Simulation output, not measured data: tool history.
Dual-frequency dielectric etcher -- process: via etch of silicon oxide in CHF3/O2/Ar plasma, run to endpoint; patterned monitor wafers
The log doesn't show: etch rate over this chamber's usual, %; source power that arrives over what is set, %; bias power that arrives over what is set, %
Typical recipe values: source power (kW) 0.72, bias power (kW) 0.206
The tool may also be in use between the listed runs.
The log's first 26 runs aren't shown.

run,hour,source power (kW),bias power (kW),wafers since the last listed run,hours since the last wet clean,hours since the last source power generator calibration,hours since the last bias power generator calibration,hours since the last upper electrode change,"incoming incoming film thickness, nm",endpoint time (s)
27,2177.2,0.59,0.22,386,79.2,615.5,293.1,1571,688.7,337.8
28,2270.2,0.89,0.19,456,172.2,708.5,386.1,1664,683.2,291.2
29,2377.6,0.72,0.154,526,279.6,815.9,493.5,1771.4,693.5,351.1
30,2418.3,0.83,0.221,199,320.3,856.6,534.2,1812.1,690.5,286
31,2514.5,0.67,0.25,471,416.5,952.8,630.4,1908.3,696.7,301.6
32,2621.5,0.8,0.246,524,523.5,1059.8,737.4,2015.3,686.9,276.1
33,2704.3,0.72,0.172,406,606.3,1142.6,820.2,2098.1,684.7,328.4
34,2745.6,0.56,0.191,202,647.6,1183.9,861.5,2139.4,683.7,349.2
# hour 2778.9: wet clean of the chamber
35,2821,0.72,0.206,252,42.1,1259.3,936.9,2214.8,684.6,311.1

Forecast each of these 4 alternatives for the next run:
A,2821.5,0.72,0.206,2,42.6,1259.8,937.4,2215.3,689.7,?
B,2821.5,0.86,0.228,2,42.6,1259.8,937.4,2215.3,689.7,?
C,2821.5,0.72,0.16,2,42.6,1259.8,937.4,2215.3,689.7,?
D,2821.5,0.58,0.24,2,42.6,1259.8,937.4,2215.3,689.7,?

run,endpoint time (s)
A,315.9
B,282
C,346.5
D,327.7
Take away the tool's hidden state, keep each run's random variation, and the runs would have read:
run,endpoint time (s)
A,321
B,286.6
C,352.1
D,332.9
